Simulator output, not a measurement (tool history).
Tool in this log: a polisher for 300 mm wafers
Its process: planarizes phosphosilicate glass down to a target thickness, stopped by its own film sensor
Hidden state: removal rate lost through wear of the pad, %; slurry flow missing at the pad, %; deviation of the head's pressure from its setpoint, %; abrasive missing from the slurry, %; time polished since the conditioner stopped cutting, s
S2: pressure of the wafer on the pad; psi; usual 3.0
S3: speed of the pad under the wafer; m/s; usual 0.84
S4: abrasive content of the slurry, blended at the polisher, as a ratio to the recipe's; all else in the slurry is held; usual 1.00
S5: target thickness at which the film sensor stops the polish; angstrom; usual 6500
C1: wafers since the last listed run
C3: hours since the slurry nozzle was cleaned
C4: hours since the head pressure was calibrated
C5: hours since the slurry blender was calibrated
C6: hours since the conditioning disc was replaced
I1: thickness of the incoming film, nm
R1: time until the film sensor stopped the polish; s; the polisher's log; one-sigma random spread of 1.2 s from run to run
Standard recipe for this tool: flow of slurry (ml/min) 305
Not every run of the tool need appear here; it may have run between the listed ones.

run 1 hour=0.0 | flow_of_slurry_(ml/min)=305 S2=3.3 S3=0.84 S4=1.00 S5=5330 | C1=0 wafers_polished_on_this_pad=49 C3=308.4 C4=1007.4 C5=340.9 C6=30.2 | I1=1404.8 | R1=120.5
run 2 hour=53.8 | flow_of_slurry_(ml/min)=305 S2=3.0 S3=0.84 S4=1.00 S5=6500 | C1=401 wafers_polished_on_this_pad=451 C3=362.2 C4=1061.2 C5=394.7 C6=84.0 | I1=1406.2 | R1=119.4
run 3 hour=66.8 | flow_of_slurry_(ml/min)=305 S2=3.0 S3=0.70 S4=1.00 S5=6500 | C1=97 wafers_polished_on_this_pad=548 C3=375.2 C4=1074.2 C5=407.7 C6=97.0 | I1=1374.5 | R1=129.1
-- hour=91.2 conditioning disc replaced and pad reconditioned
-- hour=118.3 worn pad replaced by a new one
run 4 hour=118.8 | flow_of_slurry_(ml/min)=305 S2=3.0 S3=0.70 S4=1.00 S5=6500 | C1=343 wafers_polished_on_this_pad=3 C3=427.2 C4=1126.2 C5=459.7 C6=27.6 | I1=1385.1 | R1=131.7
run 5 hour=123.6 | flow_of_slurry_(ml/min)=305 S2=3.0 S3=0.70 S4=1.00 S5=6500 | C1=35 wafers_polished_on_this_pad=39 C3=432.0 C4=1131.0 C5=464.5 C6=32.4 | I1=1404.5 | R1=134.9
-- hour=145.7 slurry nozzle cleaned
run 6 hour=146.4 | flow_of_slurry_(ml/min)=355 S2=3.0 S3=0.84 S4=0.70 S5=7870 | C1=162 wafers_polished_on_this_pad=202 C3=0.7 C4=1153.8 C5=487.3 C6=55.2 | I1=1385.5 | R1=118.5
run 7 hour=158.2 | flow_of_slurry_(ml/min)=240 S2=4.0 S3=0.84 S4=1.00 S5=6500 | C1=88 wafers_polished_on_this_pad=290 C3=12.5 C4=1165.6 C5=499.1 C6=67.0 | I1=1404.3 | R1=97.8
-- hour=162.9 slurry blender recalibrated
run 8 hour=173.4 | flow_of_slurry_(ml/min)=245 S2=3.0 S3=0.84 S4=1.00 S5=6500 | C1=98 wafers_polished_on_this_pad=388 C3=27.7 C4=1180.8 C5=10.5 C6=82.2 | I1=1404.7 | R1=129.4
-- hour=181.7 head pressure recalibrated
run 9 hour=190.9 | flow_of_slurry_(ml/min)=305 S2=3.0 S3=0.84 S4=1.10 S5=7900 | C1=115 wafers_polished_on_this_pad=504 C3=45.2 C4=9.2 C5=28.0 C6=99.7 | I1=1397.9 | R1=94.4
run 10 hour=203.2 | flow_of_slurry_(ml/min)=305 S2=3.8 S3=0.74 S4=1.20 S5=6500 | C1=91 wafers_polished_on_this_pad=596 C3=57.5 C4=21.5 C5=40.3 C6=112.0 | I1=1383.7 | R1=96.9
-- hour=205.5 conditioning disc replaced and pad reconditioned
run 11 hour=213.7 | flow_of_slurry_(ml/min)=375 S2=3.5 S3=0.84 S4=1.00 S5=6500 | C1=63 wafers_polished_on_this_pad=659 C3=68.0 C4=32.0 C5=50.8 C6=8.2 | I1=1409.1 | R1=105.2
run 12 hour=227.6 | flow_of_slurry_(ml/min)=225 S2=2.5 S3=0.66 S4=1.00 S5=5470 | C1=103 wafers_polished_on_this_pad=763 C3=81.9 C4=45.9 C5=64.7 C6=22.1 | I1=1398.1 | R1=216.7
-- hour=239.8 worn pad replaced by a new one
run 13 hour=241.0 | flow_of_slurry_(ml/min)=305 S2=2.6 S3=1.08 S4=1.00 S5=6500 | C1=70 wafers_polished_on_this_pad=8 C3=95.3 C4=59.3 C5=78.1 C6=35.5 | I1=1372.3 | R1=121.0
run 14 hour=252.8 | flow_of_slurry_(ml/min)=215 S2=3.0 S3=0.84 S4=1.00 S5=6500 | C1=88 wafers_polished_on_this_pad=96 C3=107.1 C4=71.1 C5=89.9 C6=47.3 | I1=1365.0 | R1=134.0
run 15 hour=262.0 | flow_of_slurry_(ml/min)=360 S2=3.4 S3=1.12 S4=0.75 S5=6500 | C1=68 wafers_polished_on_this_pad=165 C3=116.3 C4=80.3 C5=99.1 C6=56.5 | I1=1385.5 | R1=105.7
run 16 hour=283.8 | flow_of_slurry_(ml/min)=305 S2=3.0 S3=0.84 S4=1.20 S5=6500 | C1=162 wafers_polished_on_this_pad=328 C3=138.1 C4=102.1 C5=120.9 C6=78.3 | I1=1391.5 | R1=115.7
-- hour=292.8 slurry nozzle cleaned, repeated, since the last time left the tool worse
-- hour=311.9 conditioning disc replaced and pad reconditioned
run 17 hour=328.9 | flow_of_slurry_(ml/min)=305 S2=3.0 S3=0.76 S4=0.85 S5=6500 | C1=314 wafers_polished_on_this_pad=642 C3=36.1 C4=147.2 C5=166.0 C6=17.0 | I1=1387.0 | R1=131.3
run 18 hour=337.1 | flow_of_slurry_(ml/min)=305 S2=2.5 S3=0.84 S4=1.30 S5=8910 | C1=61 wafers_polished_on_this_pad=703 C3=44.3 C4=155.4 C5=174.2 C6=25.2 | I1=1402.7 | R1=83.4
run 19 hour=350.5 | flow_of_slurry_(ml/min)=305 S2=3.0 S3=0.84 S4=1.00 S5=6500 | C1=100 wafers_polished_on_this_pad=803 C3=57.7 C4=168.8 C5=187.6 C6=38.6 | I1=1416.4 | R1=116.6
run 20 hour=359.6 | flow_of_slurry_(ml/min)=360 S2=2.6 S3=0.66 S4=1.00 S5=6500 | C1=67 wafers_polished_on_this_pad=871 C3=66.8 C4=177.9 C5=196.7 C6=47.7 | I1=1401.6 | R1=154.5
run 21 hour=374.2 | flow_of_slurry_(ml/min)=305 S2=3.0 S3=0.84 S4=1.00 S5=6500 | C1=108 wafers_polished_on_this_pad=980 C3=81.4 C4=192.5 C5=211.3 C6=62.3 | I1=1377.7 | R1=112.0
-- hour=389.5 worn pad replaced by a new one
run 22 hour=389.9 | flow_of_slurry_(ml/min)=305 S2=3.0 S3=1.06 S4=1.00 S5=7390 | C1=87 wafers_polished_on_this_pad=2 C3=97.1 C4=208.2 C5=227.0 C6=78.0 | I1=1380.4 | R1=82.3
run 23 hour=396.6 | flow_of_slurry_(ml/min)=305 S2=3.0 S3=0.84 S4=1.00 S5=6500 | C1=50 wafers_polished_on_this_pad=52 C3=103.8 C4=214.9 C5=233.7 C6=84.7 | I1=1386.6 | R1=111.0
run 24 hour=414.2 | flow_of_slurry_(ml/min)=270 S2=3.0 S3=1.00 S4=0.85 S5=6500 | C1=131 wafers_polished_on_this_pad=184 C3=121.4 C4=232.5 C5=251.3 C6=102.3 | I1=1399.0 | R1=112.1
-- hour=424.5 conditioning disc replaced and pad reconditioned
run 25 hour=426.3 | flow_of_slurry_(ml/min)=350 S2=2.1 S3=0.66 S4=1.00 S5=8780 | C1=75 wafers_polished_on_this_pad=259 C3=133.5 C4=244.6 C5=263.4 C6=1.8 | I1=1388.0 | R1=129.3

The next listed run, before its measurement:
run 26 hour=436.3 | flow_of_slurry_(ml/min)=365 S2=2.3 S3=0.84 S4=1.30 S5=6500 | C1=74 wafers_polished_on_this_pad=334 C3=143.5 C4=254.6 C5=273.4 C6=11.8 | I1=1391.0 | R1=?

R1: 129.2 s
The same run, on a tool lacking any hidden state, would have yielded R1 128.1 s.
